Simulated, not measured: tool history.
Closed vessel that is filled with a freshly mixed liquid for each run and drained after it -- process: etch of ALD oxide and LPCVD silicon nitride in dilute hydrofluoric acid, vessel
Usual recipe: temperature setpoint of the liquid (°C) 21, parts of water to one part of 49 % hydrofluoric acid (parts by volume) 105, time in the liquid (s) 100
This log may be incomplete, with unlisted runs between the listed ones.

run,day,temperature setpoint of the liquid (°C),parts of water to one part of 49 % hydrofluoric acid (parts by volume),time in the liquid (s),wafers since the last listed run,hours since the thermometer was replaced,hours since the hydrofluoric acid flow meter was replaced,hours since the gauge calibration,"read-back film thickness of the ALD oxide reference wafer, read on the same gauge (nm)","read-back film thickness of the LPCVD silicon nitride reference wafer, read on the same gauge (nm)",thickness taken off the ALD oxide on a monitor wafer (angstrom),thickness taken off the LPCVD silicon nitride on a monitor wafer (angstrom)
1,0,24.5,130,100,0,1978.1,1511.5,1408.4,80,50.017,90.7,3.58
2,3.292,21,75,70,8097,2057.1,1590.5,1487.4,79.98,50,103.2,3.89
3,6.371,21,75,70,7574,2131,1664.4,1561.3,80.01,49.999,102.3,3.59
4,8.154,21,75,70,4386,2173.8,1707.2,1604.1,80.01,50.012,102.6,3.56
5,11.392,21,105,100,7964,2251.5,1784.9,1681.8,79.98,49.99,100.5,3.6
# day 13.896: hydrofluoric acid flow meter replaced
6,13.917,19.5,150,100,6108,2312.1,0.5,1742.4,80.01,49.954,65.7,2.68
7,17.7,21,105,140,9306,2402.9,91.3,1833.2,79.99,50.008,146.8,5.66
8,20.425,21,105,100,6703,2468.3,156.7,1898.6,79.99,50.008,104.1,3.79
9,23.408,21,105,40,7338,2539.9,228.3,1970.2,80.01,49.939,41.6,1.74
10,25.117,21,140,135,4202,2580.9,269.3,2011.2,79.96,49.984,102.6,3.78
11,29.396,18.5,105,150,10526,2683.6,372,2113.9,80.01,50.015,140.7,4.86
12,32.975,21,105,100,8804,2769.5,457.9,2199.8,80,49.999,105.6,3.82
# day 33.408: thermometer replaced
13,36.871,21,105,100,9481,83.1,551.4,2293.3,80,49.969,101,3.93
# day 37.671: gauge calibrated
14,38.621,21,105,100,4304,125.1,593.4,22.8,79.98,49.985,100.3,3.74
15,40.746,17,85,145,5227,176.1,644.4,73.8,79.97,50.004,156.5,5.31
16,44.292,17,125,100,8722,261.2,729.5,158.9,80.03,49.982,70.2,2.33
17,46.667,17,105,100,5842,318.2,786.5,215.9,80.03,49.985,84.7,2.86
18,48.438,25,65,120,4356,360.7,829,258.4,80,50.015,239.8,8.07
19,52.271,25,80,125,9429,452.7,921,350.4,80.04,50.003,198.9,9.52
20,54.212,21,135,100,4776,499.3,967.6,397,79.99,50.026,75.1,3.2
21,58.292,21,105,80,10034,597.2,1065.5,494.9,80,50.009,80.2,2.89
22,62.183,24,140,130,9573,690.6,1158.9,588.3,79.98,49.991,105.4,4.92
23,65.496,21,135,100,8148,770.1,1238.4,667.8,79.98,50,75.6,3.21

Run 24, settings as shown, results not yet in. Your forecast:
24,67.446,18.5,140,120,4796,816.9,1285.2,714.6,?,?,?,?

{"run 24": {"read-back film thickness of the ALD oxide reference wafer, read on the same gauge (nm)": 79.97, "read-back film thickness of the LPCVD silicon nitride reference wafer, read on the same gauge (nm)": 50.031, "thickness taken off the ALD oxide on a monitor wafer (angstrom)": 77.6, "thickness taken off the LPCVD silicon nitride on a monitor wafer (angstrom)": 2.87}}
If the tool had no hidden condition, the same run with the same run-to-run variation would have returned thickness taken off the ALD oxide on a monitor wafer (angstrom) 79.9, thickness taken off the LPCVD silicon nitride on a monitor wafer (angstrom) 2.91.
